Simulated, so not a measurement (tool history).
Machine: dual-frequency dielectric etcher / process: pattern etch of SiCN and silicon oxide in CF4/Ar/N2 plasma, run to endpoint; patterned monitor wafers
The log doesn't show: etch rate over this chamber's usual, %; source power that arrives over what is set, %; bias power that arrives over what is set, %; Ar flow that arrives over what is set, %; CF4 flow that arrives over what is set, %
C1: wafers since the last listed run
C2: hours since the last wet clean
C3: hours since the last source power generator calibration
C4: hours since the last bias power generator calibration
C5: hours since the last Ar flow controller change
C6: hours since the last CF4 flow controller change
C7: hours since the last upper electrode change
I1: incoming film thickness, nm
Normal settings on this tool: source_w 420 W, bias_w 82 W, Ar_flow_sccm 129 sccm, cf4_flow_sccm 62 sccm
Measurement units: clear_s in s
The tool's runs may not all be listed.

run 1 hour=0 | source_w=420 bias_w=82 Ar_flow_sccm=129 cf4_flow_sccm=62 | C1=0 C2=624.7 C3=3711.5 C4=1484.9 C5=5159.9 C6=2337.1 C7=2951.1 | I1=15.05 | clear_s=17.4
run 2 hour=68.7 | source_w=420 bias_w=82 Ar_flow_sccm=129 cf4_flow_sccm=62 | C1=1117 C2=693.4 C3=3780.2 C4=1553.6 C5=5228.6 C6=2405.8 C7=3019.8 | I1=14.92 | clear_s=17.2
-- hour=94.3 wet clean of the chamber
run 3 hour=168.9 | source_w=420 bias_w=82 Ar_flow_sccm=129 cf4_flow_sccm=62 | C1=1239 C2=74.6 C3=3880.4 C4=1653.8 C5=5328.8 C6=2506 C7=3120 | I1=15.15 | clear_s=18.2
run 4 hour=267.9 | source_w=420 bias_w=74 Ar_flow_sccm=129 cf4_flow_sccm=69 | C1=1610 C2=173.6 C3=3979.4 C4=1752.8 C5=5427.8 C6=2605 C7=3219 | I1=15.03 | clear_s=18.2
run 5 hour=348.5 | source_w=420 bias_w=74 Ar_flow_sccm=129 cf4_flow_sccm=69 | C1=1311 C2=254.2 C3=4060 C4=1833.4 C5=5508.4 C6=2685.6 C7=3299.6 | I1=15.09 | clear_s=18.2
run 6 hour=406.2 | source_w=420 bias_w=74 Ar_flow_sccm=129 cf4_flow_sccm=69 | C1=938 C2=311.9 C3=4117.7 C4=1891.1 C5=5566.1 C6=2743.3 C7=3357.3 | I1=15.17 | clear_s=18.2
run 7 hour=453.9 | source_w=420 bias_w=82 Ar_flow_sccm=129 cf4_flow_sccm=62 | C1=776 C2=359.6 C3=4165.4 C4=1938.8 C5=5613.8 C6=2791 C7=3405 | I1=15.06 | clear_s=17.6
run 8 hour=516.3 | source_w=420 bias_w=82 Ar_flow_sccm=129 cf4_flow_sccm=62 | C1=1015 C2=422 C3=4227.8 C4=2001.2 C5=5676.2 C6=2853.4 C7=3467.4 | I1=14.99 | clear_s=17.6
run 9 hour=611.2 | source_w=420 bias_w=82 Ar_flow_sccm=129 cf4_flow_sccm=62 | C1=1544 C2=516.9 C3=4322.7 C4=2096.1 C5=5771.1 C6=2948.3 C7=3562.3 | I1=15.11 | clear_s=17.6
-- hour=666.1 upper electrode replaced
run 10 hour=679.3 | source_w=350 bias_w=82 Ar_flow_sccm=129 cf4_flow_sccm=62 | C1=717 C2=585 C3=4390.8 C4=2164.2 C5=5839.2 C6=3016.4 C7=13.2 | I1=15.06 | clear_s=19.1
-- hour=690.6 CF4 flow controller replaced
run 11 hour=763.9 | source_w=350 bias_w=82 Ar_flow_sccm=129 cf4_flow_sccm=62 | C1=1278 C2=669.6 C3=4475.4 C4=2248.8 C5=5923.8 C6=73.3 C7=97.8 | I1=14.94 | clear_s=19
-- hour=826.9 wet clean of the chamber
-- hour=856.4 source power generator calibrated
run 12 hour=861.1 | source_w=420 bias_w=95 Ar_flow_sccm=129 cf4_flow_sccm=62 | C1=1125 C2=34.2 C3=4.7 C4=2346 C5=6021 C6=170.5 C7=195 | I1=15.08 | clear_s=17.1
run 13 hour=912 | source_w=420 bias_w=82 Ar_flow_sccm=129 cf4_flow_sccm=62 | C1=828 C2=85.1 C3=55.6 C4=2396.9 C5=6071.9 C6=221.4 C7=245.9 | I1=15.14 | clear_s=18
run 14 hour=1010.1 | source_w=420 bias_w=88 Ar_flow_sccm=115 cf4_flow_sccm=77 | C1=1596 C2=183.2 C3=153.7 C4=2495 C5=6170 C6=319.5 C7=344 | I1=15.3 | clear_s=16.7
run 15 hour=1047.7 | source_w=470 bias_w=82 Ar_flow_sccm=151 cf4_flow_sccm=62 | C1=611 C2=220.8 C3=191.3 C4=2532.6 C5=6207.6 C6=357.1 C7=381.6 | I1=15.1 | clear_s=17.3
run 16 hour=1103.6 | source_w=420 bias_w=82 Ar_flow_sccm=129 cf4_flow_sccm=62 | C1=909 C2=276.7 C3=247.2 C4=2588.5 C5=6263.5 C6=413 C7=437.5 | I1=15.14 | clear_s=17.9
run 17 hour=1162.4 | source_w=420 bias_w=82 Ar_flow_sccm=129 cf4_flow_sccm=62 | C1=956 C2=335.5 C3=306 C4=2647.3 C5=6322.3 C6=471.8 C7=496.3 | I1=15.1 | clear_s=17.7
-- hour=1174 bias power generator calibrated
run 18 hour=1226 | source_w=420 bias_w=82 Ar_flow_sccm=129 cf4_flow_sccm=47 | C1=969 C2=399.1 C3=369.6 C4=52 C5=6385.9 C6=535.4 C7=559.9 | I1=15.04 | clear_s=19.1
run 19 hour=1266.4 | source_w=360 bias_w=64 Ar_flow_sccm=99 cf4_flow_sccm=62 | C1=657 C2=439.5 C3=410 C4=92.4 C5=6426.3 C6=575.8 C7=600.3 | I1=15.31 | clear_s=20.5
-- hour=1312.6 Ar flow controller replaced
run 20 hour=1351.1 | source_w=420 bias_w=82 Ar_flow_sccm=129 cf4_flow_sccm=62 | C1=1280 C2=524.2 C3=494.7 C4=177.1 C5=38.5 C6=660.5 C7=685 | I1=15.19 | clear_s=17.9
-- hour=1449.2 wet clean of the chamber
run 21 hour=1455.7 | source_w=460 bias_w=93 Ar_flow_sccm=140 cf4_flow_sccm=62 | C1=1311 C2=6.5 C3=599.3 C4=281.7 C5=143.1 C6=765.1 C7=789.6 | I1=15.18 | clear_s=17
run 22 hour=1509.2 | source_w=420 bias_w=92 Ar_flow_sccm=111 cf4_flow_sccm=62 | C1=870 C2=60 C3=652.8 C4=335.2 C5=196.6 C6=818.6 C7=843.1 | I1=15.15 | clear_s=17.2
run 23 hour=1585.2 | source_w=520 bias_w=94 Ar_flow_sccm=129 cf4_flow_sccm=62 | C1=1236 C2=136 C3=728.8 C4=411.2 C5=272.6 C6=894.6 C7=919.1 | I1=15.12 | clear_s=15.4
run 24 hour=1675.2 | source_w=420 bias_w=82 Ar_flow_sccm=129 cf4_flow_sccm=62 | C1=1464 C2=226 C3=818.8 C4=501.2 C5=362.6 C6=984.6 C7=1009.1 | I1=15.2 | clear_s=18.1
run 25 hour=1755.5 | source_w=350 bias_w=82 Ar_flow_sccm=121 cf4_flow_sccm=62 | C1=1306 C2=306.3 C3=899.1 C4=581.5 C5=442.9 C6=1064.9 C7=1089.4 | I1=15.03 | clear_s=19.4

Below are 3 alternative next runs, each starting from the tool's condition after run 25. Predict each:
run A hour=1755.9 | source_w=420 bias_w=82 Ar_flow_sccm=129 cf4_flow_sccm=62 | C1=6 C2=306.7 C3=899.5 C4=581.9 C5=443.3 C6=1065.3 C7=1089.8 | I1=15.07 | clear_s=?
run B hour=1755.9 | source_w=420 bias_w=100 Ar_flow_sccm=129 cf4_flow_sccm=62 | C1=6 C2=306.7 C3=899.5 C4=581.9 C5=443.3 C6=1065.3 C7=1089.8 | I1=15.07 | clear_s=?
run C hour=1755.9 | source_w=420 bias_w=82 Ar_flow_sccm=129 cf4_flow_sccm=54 | C1=6 C2=306.7 C3=899.5 C4=581.9 C5=443.3 C6=1065.3 C7=1089.8 | I1=15.07 | clear_s=?

run=A clear_s=18
run=B clear_s=16.8
run=C clear_s=18.6
Had the tool no hidden state, the same runs would have come out as:
run=A clear_s=18.5
run=B clear_s=17.2
run=C clear_s=19.1

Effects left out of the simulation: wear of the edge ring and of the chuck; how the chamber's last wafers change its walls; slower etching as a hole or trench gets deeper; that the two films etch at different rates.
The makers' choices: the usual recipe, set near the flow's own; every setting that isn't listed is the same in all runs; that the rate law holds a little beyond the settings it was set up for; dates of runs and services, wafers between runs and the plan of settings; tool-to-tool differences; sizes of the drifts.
